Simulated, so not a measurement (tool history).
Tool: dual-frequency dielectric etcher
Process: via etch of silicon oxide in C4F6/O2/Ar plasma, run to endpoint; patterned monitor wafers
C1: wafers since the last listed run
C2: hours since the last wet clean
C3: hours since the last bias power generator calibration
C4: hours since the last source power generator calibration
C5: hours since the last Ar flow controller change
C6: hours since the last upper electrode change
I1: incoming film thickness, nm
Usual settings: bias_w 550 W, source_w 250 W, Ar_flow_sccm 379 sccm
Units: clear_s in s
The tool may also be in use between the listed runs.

run 1 day=0.000 | bias_w=550 source_w=250 Ar_flow_sccm=379 | C1=0 C2=288.2 C3=5020.3 C4=3406.6 C5=4761.4 C6=4209.5 | I1=190.0 | clear_s=49.7
run 2 day=0.979 | bias_w=550 source_w=250 Ar_flow_sccm=379 | C1=321 C2=311.7 C3=5043.8 C4=3430.1 C5=4784.9 C6=4233.0 | I1=190.0 | clear_s=50.4
run 3 day=1.979 | bias_w=550 source_w=250 Ar_flow_sccm=379 | C1=327 C2=335.7 C3=5067.8 C4=3454.1 C5=4808.9 C6=4257.0 | I1=191.2 | clear_s=50.4
run 4 day=2.854 | bias_w=550 source_w=250 Ar_flow_sccm=379 | C1=286 C2=356.7 C3=5088.8 C4=3475.1 C5=4829.9 C6=4278.0 | I1=191.0 | clear_s=50.8
run 5 day=5.238 | bias_w=550 source_w=250 Ar_flow_sccm=379 | C1=781 C2=413.9 C3=5146.0 C4=3532.3 C5=4887.1 C6=4335.2 | I1=191.4 | clear_s=51.7
run 6 day=6.042 | bias_w=550 source_w=250 Ar_flow_sccm=379 | C1=263 C2=433.2 C3=5165.3 C4=3551.6 C5=4906.4 C6=4354.5 | I1=191.5 | clear_s=51.4
run 7 day=6.775 | bias_w=550 source_w=250 Ar_flow_sccm=379 | C1=240 C2=450.8 C3=5182.9 C4=3569.2 C5=4924.0 C6=4372.1 | I1=193.4 | clear_s=51.4
run 8 day=7.883 | bias_w=550 source_w=250 Ar_flow_sccm=379 | C1=363 C2=477.4 C3=5209.5 C4=3595.8 C5=4950.6 C6=4398.7 | I1=190.1 | clear_s=51.0
run 9 day=8.471 | bias_w=550 source_w=250 Ar_flow_sccm=379 | C1=192 C2=491.5 C3=5223.6 C4=3609.9 C5=4964.7 C6=4412.8 | I1=190.1 | clear_s=51.0
-- day=9.300 Ar flow controller replaced
-- day=10.004 source power generator calibrated
-- day=10.188 upper electrode replaced
run 10 day=10.208 | bias_w=550 source_w=250 Ar_flow_sccm=379 | C1=373 C2=533.2 C3=5265.3 C4=4.9 C5=21.8 C6=0.5 | I1=191.9 | clear_s=51.8
run 11 day=10.271 | bias_w=550 source_w=250 Ar_flow_sccm=379 | C1=20 C2=534.7 C3=5266.8 C4=6.4 C5=23.3 C6=2.0 | I1=192.6 | clear_s=52.9
run 12 day=11.679 | bias_w=550 source_w=250 Ar_flow_sccm=379 | C1=461 C2=568.5 C3=5300.6 C4=40.2 C5=57.1 C6=35.8 | I1=190.0 | clear_s=52.7
-- day=13.754 wet clean of the chamber
run 13 day=14.046 | bias_w=550 source_w=250 Ar_flow_sccm=379 | C1=448 C2=7.0 C3=5357.4 C4=97.0 C5=113.9 C6=92.6 | I1=191.2 | clear_s=47.9
run 14 day=14.746 | bias_w=684 source_w=250 Ar_flow_sccm=379 | C1=229 C2=23.8 C3=5374.2 C4=113.8 C5=130.7 C6=109.4 | I1=192.8 | clear_s=44.2
run 15 day=15.950 | bias_w=450 source_w=210 Ar_flow_sccm=379 | C1=394 C2=52.7 C3=5403.1 C4=142.7 C5=159.6 C6=138.3 | I1=192.9 | clear_s=58.2
run 16 day=16.658 | bias_w=550 source_w=250 Ar_flow_sccm=455 | C1=232 C2=69.7 C3=5420.1 C4=159.7 C5=176.6 C6=155.3 | I1=190.2 | clear_s=50.3
-- day=17.292 bias power generator calibrated
run 17 day=17.604 | bias_w=618 source_w=200 Ar_flow_sccm=379 | C1=255 C2=92.4 C3=7.5 C4=182.4 C5=199.3 C6=178.0 | I1=191.4 | clear_s=50.0
run 18 day=18.500 | bias_w=550 source_w=210 Ar_flow_sccm=314 | C1=293 C2=113.9 C3=29.0 C4=203.9 C5=220.8 C6=199.5 | I1=190.5 | clear_s=50.9
run 19 day=19.075 | bias_w=550 source_w=250 Ar_flow_sccm=379 | C1=188 C2=127.7 C3=42.8 C4=217.7 C5=234.6 C6=213.3 | I1=193.2 | clear_s=50.0
run 20 day=20.346 | bias_w=550 source_w=250 Ar_flow_sccm=379 | C1=416 C2=158.2 C3=73.3 C4=248.2 C5=265.1 C6=243.8 | I1=190.0 | clear_s=48.7
run 21 day=21.938 | bias_w=550 source_w=250 Ar_flow_sccm=379 | C1=521 C2=196.4 C3=111.5 C4=286.4 C5=303.3 C6=282.0 | I1=191.5 | clear_s=49.8
run 22 day=23.388 | bias_w=550 source_w=290 Ar_flow_sccm=295 | C1=475 C2=231.2 C3=146.3 C4=321.2 C5=338.1 C6=316.8 | I1=191.8 | clear_s=45.9
run 23 day=24.654 | bias_w=672 source_w=210 Ar_flow_sccm=310 | C1=415 C2=261.6 C3=176.7 C4=351.6 C5=368.5 C6=347.2 | I1=190.5 | clear_s=48.0
run 24 day=25.488 | bias_w=508 source_w=250 Ar_flow_sccm=428 | C1=273 C2=281.6 C3=196.7 C4=371.6 C5=388.5 C6=367.2 | I1=189.6 | clear_s=52.4
run 25 day=26.367 | bias_w=660 source_w=250 Ar_flow_sccm=290 | C1=288 C2=302.7 C3=217.8 C4=392.7 C5=409.6 C6=388.3 | I1=190.6 | clear_s=43.2
run 26 day=27.254 | bias_w=684 source_w=250 Ar_flow_sccm=379 | C1=291 C2=324.0 C3=239.1 C4=414.0 C5=430.9 C6=409.6 | I1=189.8 | clear_s=44.6

Hidden state at the last listed run before each entry between runs and at the first one after, where it differs:
Between runs 9 and 10: Ar flow controller replaced (day 9.300); source power generator calibrated (day 10.004); upper electrode replaced (day 10.188)
  etch rate over this chamber's usual, %: -4.99 -> -5.38
  measured less the result without the state, clear_s: +2.6 -> +2.8 s
Between runs 12 and 13: wet clean of the chamber (day 13.754)
  etch rate over this chamber's usual, %: -5.71 -> 0.575
  measured less the result without the state, clear_s: +3.0 -> -0.3 s
Between runs 16 and 17: bias power generator calibrated (day 17.292)
  etch rate over this chamber's usual, %: -0.0174 -> -0.232
  measured less the result without the state, clear_s: +0.0 -> +0.1 s

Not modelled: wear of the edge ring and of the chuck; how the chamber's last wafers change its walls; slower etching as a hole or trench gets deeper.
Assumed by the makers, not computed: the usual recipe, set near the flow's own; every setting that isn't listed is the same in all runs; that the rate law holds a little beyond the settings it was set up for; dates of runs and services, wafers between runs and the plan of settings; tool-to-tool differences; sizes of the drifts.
